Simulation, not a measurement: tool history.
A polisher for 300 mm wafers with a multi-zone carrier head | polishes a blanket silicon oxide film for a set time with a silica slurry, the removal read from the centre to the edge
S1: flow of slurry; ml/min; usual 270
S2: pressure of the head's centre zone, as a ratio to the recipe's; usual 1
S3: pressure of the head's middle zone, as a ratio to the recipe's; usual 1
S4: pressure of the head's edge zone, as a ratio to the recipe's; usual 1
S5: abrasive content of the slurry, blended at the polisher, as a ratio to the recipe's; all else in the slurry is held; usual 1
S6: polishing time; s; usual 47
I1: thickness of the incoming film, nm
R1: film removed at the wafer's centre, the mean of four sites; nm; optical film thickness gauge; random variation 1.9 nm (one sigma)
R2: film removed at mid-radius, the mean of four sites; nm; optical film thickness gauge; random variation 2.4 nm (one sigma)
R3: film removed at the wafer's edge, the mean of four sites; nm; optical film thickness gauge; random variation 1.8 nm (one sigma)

Run 1, hour 0: usual settings but S4 1.06; I1 1086.2. Result: R1 223.1 nm, R2 220.9 nm, R3 226.7 nm.
Run 2, hour 13.3: usual settings but S4 1.06; I1 1081. Result: R1 221.1 nm, R2 219.9 nm, R3 225.5 nm.
Run 3, hour 30.9: usual settings; I1 1078.1. Result: R1 215.5 nm, R2 217.3 nm, R3 217.5 nm.
Run 4, hour 44: usual settings; I1 1069. Result: R1 214.6 nm, R2 213 nm, R3 219.1 nm.
Run 5, hour 51.7: usual settings but S3 0.93, S5 0.95; I1 1085.5. Result: R1 211.7 nm, R2 197.7 nm, R3 210.7 nm.
At hour 60.6: worn pad replaced by a new one.
Run 6, hour 65.3: usual settings but S4 1.09, S6 59 s; I1 1087.4. Result: R1 281.1 nm, R2 288.2 nm, R3 287.9 nm.
Run 7, hour 80.8: usual settings; I1 1086.2. Result: R1 223.5 nm, R2 222.6 nm, R3 223.9 nm.
Run 8, hour 89.2: usual settings but S2 0.95, S4 1.09; I1 1070.6. Result: R1 209 nm, R2 224.4 nm, R3 227.2 nm.
Run 9, hour 97.2: usual settings but S5 1.1, S6 57 s; I1 1069.2. Result: R1 273.1 nm, R2 273.5 nm, R3 270.8 nm.
At hour 106.8: edge zone pressure recalibrated.
Run 10, hour 114.3: usual settings; I1 1088.3. Result: R1 216.6 nm, R2 217.8 nm, R3 217.2 nm.
At hour 117.1: centre zone pressure recalibrated.
Run 11, hour 124: usual settings but S1 230 ml/min; I1 1079.6. Result: R1 207.9 nm, R2 211 nm, R3 210.2 nm.
At hour 129.3: slurry nozzle cleaned.
Run 12, hour 136: usual settings but S1 295 ml/min, S5 0.9; I1 1092.7. Result: R1 226.5 nm, R2 225.1 nm, R3 219.4 nm.
At hour 142.6: worn pad replaced by a new one.
Run 13, hour 151.2: usual settings but S3 0.94; I1 1075.4. Result: R1 240.1 nm, R2 224.7 nm, R3 235.1 nm.
Run 14, hour 163.3: usual settings but S1 180 ml/min, S2 0.9, S3 0.93, S5 0.7; I1 1101.8. Result: R1 184.6 nm, R2 190.1 nm, R3 201.4 nm.
Run 15, hour 172.5: usual settings but S6 55 s; I1 1104.7. Result: R1 279.2 nm, R2 276 nm, R3 269.6 nm.
Run 16, hour 187.8: usual settings but S4 0.94; I1 1084.4. Result: R1 235.1 nm, R2 232.2 nm, R3 224.5 nm.

Forecast run 17:
Run 17, hour 196.2: usual settings but S2 1.04, S3 1.04, S4 0.95, S5 0.7; I1 1084.4. Result: R1 ?, R2 ?, R3 ?.

R1: 216.2 nm
R2: 212.7 nm
R3: 199.9 nm
Without the tool's hidden state the same run would have given R1 226.9 nm, R2 223 nm, R3 208.9 nm.

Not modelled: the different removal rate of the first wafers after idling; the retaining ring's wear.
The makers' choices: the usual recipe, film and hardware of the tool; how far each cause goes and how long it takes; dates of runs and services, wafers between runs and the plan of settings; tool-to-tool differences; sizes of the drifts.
